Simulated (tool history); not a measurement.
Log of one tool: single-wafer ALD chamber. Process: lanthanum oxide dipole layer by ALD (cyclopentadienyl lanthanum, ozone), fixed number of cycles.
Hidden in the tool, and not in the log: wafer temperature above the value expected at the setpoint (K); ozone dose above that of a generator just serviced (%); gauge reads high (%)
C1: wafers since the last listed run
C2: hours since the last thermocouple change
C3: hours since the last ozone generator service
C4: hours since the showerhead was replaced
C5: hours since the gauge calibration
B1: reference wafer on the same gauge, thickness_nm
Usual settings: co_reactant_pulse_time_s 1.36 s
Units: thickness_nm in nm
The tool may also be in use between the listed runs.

{"run": 1, "hour": 0.0, "co_reactant_pulse_time_s": 1.25, "C1": 0, "C2": 1824.5, "C3": 457.7, "C4": 543.6, "C5": 1393.1, "B1": 0.528, "thickness_nm": 0.537}
{"run": 2, "hour": 106.1, "co_reactant_pulse_time_s": 1.25, "C1": 1273, "C2": 1930.6, "C3": 563.8, "C4": 649.7, "C5": 1499.2, "B1": 0.526, "thickness_nm": 0.523}
{"run": 3, "hour": 181.4, "co_reactant_pulse_time_s": 1.25, "C1": 903, "C2": 2005.9, "C3": 639.1, "C4": 725, "C5": 1574.5, "B1": 0.528, "thickness_nm": 0.51}
{"hour": 191.2, "done": "ozone generator serviced"}
{"run": 4, "hour": 243.4, "co_reactant_pulse_time_s": 1.04, "C1": 647, "C2": 2067.9, "C3": 52.2, "C4": 787, "C5": 1636.5, "B1": 0.527, "thickness_nm": 0.511}
{"run": 5, "hour": 313.7, "co_reactant_pulse_time_s": 1.55, "C1": 843, "C2": 2138.2, "C3": 122.5, "C4": 857.3, "C5": 1706.8, "B1": 0.527, "thickness_nm": 0.575}
{"run": 6, "hour": 406.9, "co_reactant_pulse_time_s": 1.55, "C1": 1118, "C2": 2231.4, "C3": 215.7, "C4": 950.5, "C5": 1800, "B1": 0.526, "thickness_nm": 0.57}
{"run": 7, "hour": 635.3, "co_reactant_pulse_time_s": 1.55, "C1": 2740, "C2": 2459.8, "C3": 444.1, "C4": 1178.9, "C5": 2028.4, "B1": 0.527, "thickness_nm": 0.572}
{"run": 8, "hour": 684.7, "co_reactant_pulse_time_s": 1.2, "C1": 592, "C2": 2509.2, "C3": 493.5, "C4": 1228.3, "C5": 2077.8, "B1": 0.526, "thickness_nm": 0.514}
{"run": 9, "hour": 729.1, "co_reactant_pulse_time_s": 1.36, "C1": 532, "C2": 2553.6, "C3": 537.9, "C4": 1272.7, "C5": 2122.2, "B1": 0.527, "thickness_nm": 0.534}
{"hour": 766.8, "done": "ozone generator serviced"}
{"run": 10, "hour": 820.7, "co_reactant_pulse_time_s": 1.36, "C1": 1003, "C2": 2645.2, "C3": 53.9, "C4": 1364.3, "C5": 2213.8, "B1": 0.527, "thickness_nm": 0.566}
{"run": 11, "hour": 866.2, "co_reactant_pulse_time_s": 1.36, "C1": 545, "C2": 2690.7, "C3": 99.4, "C4": 1409.8, "C5": 2259.3, "B1": 0.527, "thickness_nm": 0.567}
{"run": 12, "hour": 1157.7, "co_reactant_pulse_time_s": 1.36, "C1": 3497, "C2": 2982.2, "C3": 390.9, "C4": 1701.3, "C5": 2550.8, "B1": 0.527, "thickness_nm": 0.549}
{"run": 13, "hour": 1472.1, "co_reactant_pulse_time_s": 1.36, "C1": 3772, "C2": 3296.6, "C3": 705.3, "C4": 2015.7, "C5": 2865.2, "B1": 0.527, "thickness_nm": 0.508}
{"hour": 1495.1, "done": "thermocouple changed; heater temperature recalibrated"}
{"hour": 1540.7, "done": "ozone generator serviced"}
{"run": 14, "hour": 1555.8, "co_reactant_pulse_time_s": 1, "C1": 812, "C2": 60.7, "C3": 15.1, "C4": 2099.4, "C5": 2948.9, "B1": 0.527, "thickness_nm": 0.513}
{"run": 15, "hour": 1598.7, "co_reactant_pulse_time_s": 1.36, "C1": 514, "C2": 103.6, "C3": 58, "C4": 2142.3, "C5": 2991.8, "B1": 0.526, "thickness_nm": 0.565}
{"hour": 1668.4, "done": "gauge calibrated"}
{"run": 16, "hour": 1691.2, "co_reactant_pulse_time_s": 1.36, "C1": 1109, "C2": 196.1, "C3": 150.5, "C4": 2234.8, "C5": 22.8, "B1": 0.527, "thickness_nm": 0.564}
{"run": 17, "hour": 1756.0, "co_reactant_pulse_time_s": 1.36, "C1": 777, "C2": 260.9, "C3": 215.3, "C4": 2299.6, "C5": 87.6, "B1": 0.527, "thickness_nm": 0.561}
{"run": 18, "hour": 1841.3, "co_reactant_pulse_time_s": 1.6, "C1": 1023, "C2": 346.2, "C3": 300.6, "C4": 2384.9, "C5": 172.9, "B1": 0.527, "thickness_nm": 0.579}
{"run": 19, "hour": 1915.5, "co_reactant_pulse_time_s": 1.67, "C1": 890, "C2": 420.4, "C3": 374.8, "C4": 2459.1, "C5": 247.1, "B1": 0.527, "thickness_nm": 0.579}
{"run": 20, "hour": 1984.0, "co_reactant_pulse_time_s": 1.71, "C1": 821, "C2": 488.9, "C3": 443.3, "C4": 2527.6, "C5": 315.6, "B1": 0.527, "thickness_nm": 0.575}
{"run": 21, "hour": 2052.4, "co_reactant_pulse_time_s": 1.61, "C1": 820, "C2": 557.3, "C3": 511.7, "C4": 2596, "C5": 384, "B1": 0.527, "thickness_nm": 0.562}
{"hour": 2118.2, "done": "ozone generator serviced"}
{"run": 22, "hour": 2151.6, "co_reactant_pulse_time_s": 1.36, "C1": 1094, "C2": 656.5, "C3": 33.4, "C4": 2695.2, "C5": 483.2, "B1": 0.527, "thickness_nm": 0.563}
{"run": 23, "hour": 2254.3, "co_reactant_pulse_time_s": 1.89, "C1": 1232, "C2": 759.2, "C3": 136.1, "C4": 2797.9, "C5": 585.9, "B1": 0.526, "thickness_nm": 0.591}
{"run": 24, "hour": 2314.2, "co_reactant_pulse_time_s": 1.11, "C1": 718, "C2": 819.1, "C3": 196, "C4": 2857.8, "C5": 645.8, "B1": 0.526, "thickness_nm": 0.522}
{"run": 25, "hour": 2359.9, "co_reactant_pulse_time_s": 1.54, "C1": 548, "C2": 864.8, "C3": 241.7, "C4": 2903.5, "C5": 691.5, "B1": 0.529, "thickness_nm": 0.58}
{"run": 26, "hour": 2418.5, "co_reactant_pulse_time_s": 1.36, "C1": 703, "C2": 923.4, "C3": 300.3, "C4": 2962.1, "C5": 750.1, "B1": 0.527, "thickness_nm": 0.551}
{"hour": 2495.8, "done": "showerhead replaced"}
{"run": 27, "hour": 2712.9, "co_reactant_pulse_time_s": 1.14, "C1": 3436, "C2": 1217.8, "C3": 594.7, "C4": 217.1, "C5": 1044.5, "B1": 0.527, "thickness_nm": 0.488}
{"hour": 2850.1, "done": "ozone generator serviced"}
{"run": 28, "hour": 2996.4, "co_reactant_pulse_time_s": 1.73, "C1": 3305, "C2": 1501.3, "C3": 146.3, "C4": 500.6, "C5": 1328, "B1": 0.527, "thickness_nm": 0.59}
{"run": 29, "hour": 3047.6, "co_reactant_pulse_time_s": 1.77, "C1": 614, "C2": 1552.5, "C3": 197.5, "C4": 551.8, "C5": 1379.2, "B1": 0.526, "thickness_nm": 0.592}
{"run": 30, "hour": 3125.9, "co_reactant_pulse_time_s": 0.94, "C1": 939, "C2": 1630.8, "C3": 275.8, "C4": 630.1, "C5": 1457.5, "B1": 0.529, "thickness_nm": 0.489}
{"run": 31, "hour": 3200.1, "co_reactant_pulse_time_s": 1.56, "C1": 890, "C2": 1705, "C3": 350, "C4": 704.3, "C5": 1531.7, "B1": 0.526, "thickness_nm": 0.574}
{"run": 32, "hour": 3268.7, "co_reactant_pulse_time_s": 1.36, "C1": 823, "C2": 1773.6, "C3": 418.6, "C4": 772.9, "C5": 1600.3, "B1": 0.528, "thickness_nm": 0.552}

Run 33 comes next. What will it give?
{"run": 33, "hour": 3313.0, "co_reactant_pulse_time_s": 1.7, "C1": 531, "C2": 1817.9, "C3": 462.9, "C4": 817.2, "C5": 1644.6, "B1": "?", "thickness_nm": "?"}

Run 33 gave B1 0.527, thickness_nm 0.575 nm.
Without the tool's hidden state the same run would have given thickness_nm 0.587 nm.
